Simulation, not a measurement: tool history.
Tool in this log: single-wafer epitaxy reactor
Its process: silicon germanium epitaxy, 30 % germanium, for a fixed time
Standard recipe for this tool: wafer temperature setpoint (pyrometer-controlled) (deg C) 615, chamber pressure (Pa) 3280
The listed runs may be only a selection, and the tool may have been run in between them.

| run | hour | wafer temperature setpoint (pyrometer-controlled) (deg C) | chamber pressure (Pa) | wafers since the last listed run | hours since the last pyrometer calibration | hours since the last manometer calibration | hours since the showerhead was replaced | hours since the gauge calibration | read-back reference wafer on the same gauge, thickness_nm | mean film thickness on the monitor wafer (Å) |
|---|---|---|---|---|---|---|---|---|---|---|
| 1 | 0.0 | 615 | 3280 | 0 | 1593.4 | 990.8 | 5459.7 | 53.2 | 106.454 | 945.28 |
| 2 | 28.1 | 615 | 3280 | 599 | 1621.5 | 1018.9 | 5487.8 | 81.3 | 106.445 | 951.68 |
| 3 | 49.5 | 615 | 3280 | 456 | 1642.9 | 1040.3 | 5509.2 | 102.7 | 106.557 | 946.76 |
| 4 | 81.3 | 615 | 3773 | 678 | 1674.7 | 1072.1 | 5541.0 | 134.5 | 106.521 | 1001.21 |
| 5 | 110.1 | 615 | 3773 | 614 | 1703.5 | 1100.9 | 5569.8 | 163.3 | 106.599 | 1003.53 |
| 6 | 131.3 | 615 | 3280 | 452 | 1724.7 | 1122.1 | 5591.0 | 184.5 | 106.425 | 956.85 |
| 7 | 157.9 | 621 | 3280 | 567 | 1751.3 | 1148.7 | 5617.6 | 211.1 | 106.558 | 1074.91 |
| 8 | 182.1 | 615 | 3280 | 516 | 1775.5 | 1172.9 | 5641.8 | 235.3 | 106.435 | 953.21 |
| 9 | 217.9 | 615 | 3026 | 764 | 1811.3 | 1208.7 | 5677.6 | 271.1 | 106.435 | 926.75 |
| 10 | 241.2 | 615 | 3026 | 497 | 1834.6 | 1232.0 | 5700.9 | 294.4 | 106.490 | 929.54 |
| 11 | 264.0 | 615 | 3280 | 486 | 1857.4 | 1254.8 | 5723.7 | 317.2 | 106.545 | 960.43 |
| 12 | 279.0 | 615 | 3280 | 320 | 1872.4 | 1269.8 | 5738.7 | 332.2 | 106.537 | 953.55 |
| 13 | 297.1 | 615 | 3280 | 386 | 1890.5 | 1287.9 | 5756.8 | 350.3 | 106.494 | 963.10 |
|  | 322.9 | capacitance manometer re-zeroed and calibrated |
| 14 | 323.4 | 615 | 3280 | 390 | 1916.8 | 0.5 | 5783.1 | 376.6 | 106.502 | 926.57 |
| 15 | 337.0 | 611 | 2560 | 290 | 1930.4 | 14.1 | 5796.7 | 390.2 | 106.468 | 784.51 |
| 16 | 371.0 | 620 | 2706 | 725 | 1964.4 | 48.1 | 5830.7 | 424.2 | 106.544 | 954.32 |
|  | 404.0 | showerhead replaced |
| 17 | 404.5 | 602 | 2493 | 544 | 1997.9 | 81.6 | 0.5 | 457.7 | 106.511 | 640.84 |
|  | 426.4 | pyrometer calibrated |
| 18 | 437.8 | 602 | 3826 | 539 | 11.4 | 114.9 | 33.8 | 491.0 | 106.416 | 752.84 |
| 19 | 460.6 | 615 | 3280 | 486 | 34.2 | 137.7 | 56.6 | 513.8 | 106.476 | 930.77 |
| 20 | 491.3 | 601 | 3280 | 655 | 64.9 | 168.4 | 87.3 | 544.5 | 106.463 | 699.81 |
| 21 | 523.2 | 615 | 3280 | 680 | 96.8 | 200.3 | 119.2 | 576.4 | 106.615 | 932.78 |
|  | 606.0 | gauge calibrated |
| 22 | 626.4 | 628 | 2506 | 2202 | 200.0 | 303.5 | 222.4 | 20.4 | 106.456 | 1088.16 |
| 23 | 642.5 | 602 | 3826 | 343 | 216.1 | 319.6 | 238.5 | 36.5 | 106.493 | 758.46 |
| 24 | 663.5 | 610 | 2493 | 448 | 237.1 | 340.6 | 259.5 | 57.5 | 106.548 | 758.90 |
| 25 | 685.4 | 606 | 2880 | 467 | 259.0 | 362.5 | 281.4 | 79.4 | 106.508 | 741.46 |
| 26 | 698.9 | 615 | 3280 | 288 | 272.5 | 376.0 | 294.9 | 92.9 | 106.488 | 936.23 |
| 27 | 734.8 | 615 | 3800 | 766 | 308.4 | 411.9 | 330.8 | 128.8 | 106.514 | 981.82 |
| 28 | 801.4 | 615 | 2693 | 1421 | 375.0 | 478.5 | 397.4 | 195.4 | 106.485 | 872.88 |

Branching from run 28: 4 alternative next runs. What would each branch give?
| A | 801.8 | 623 | 3280 | 8 | 375.4 | 478.9 | 397.8 | 195.8 | ? | ? |
| B | 801.8 | 629 | 3280 | 8 | 375.4 | 478.9 | 397.8 | 195.8 | ? | ? |
| C | 801.8 | 615 | 2560 | 8 | 375.4 | 478.9 | 397.8 | 195.8 | ? | ? |
| D | 801.8 | 615 | 2893 | 8 | 375.4 | 478.9 | 397.8 | 195.8 | ? | ? |

| run | read-back reference wafer on the same gauge, thickness_nm | mean film thickness on the monitor wafer (Å) |
|---|---|---|
| A | 106.452 | 1093.48 |
| B | 106.452 | 1229.72 |
| C | 106.452 | 849.73 |
| D | 106.452 | 889.43 |
The same runs, with their run-to-run variation unchanged, on a tool lacking any hidden condition would have given:
| run | mean film thickness on the monitor wafer (Å) |
|---|---|
| A | 1089.05 |
| B | 1224.74 |
| C | 846.29 |
| D | 885.83 |

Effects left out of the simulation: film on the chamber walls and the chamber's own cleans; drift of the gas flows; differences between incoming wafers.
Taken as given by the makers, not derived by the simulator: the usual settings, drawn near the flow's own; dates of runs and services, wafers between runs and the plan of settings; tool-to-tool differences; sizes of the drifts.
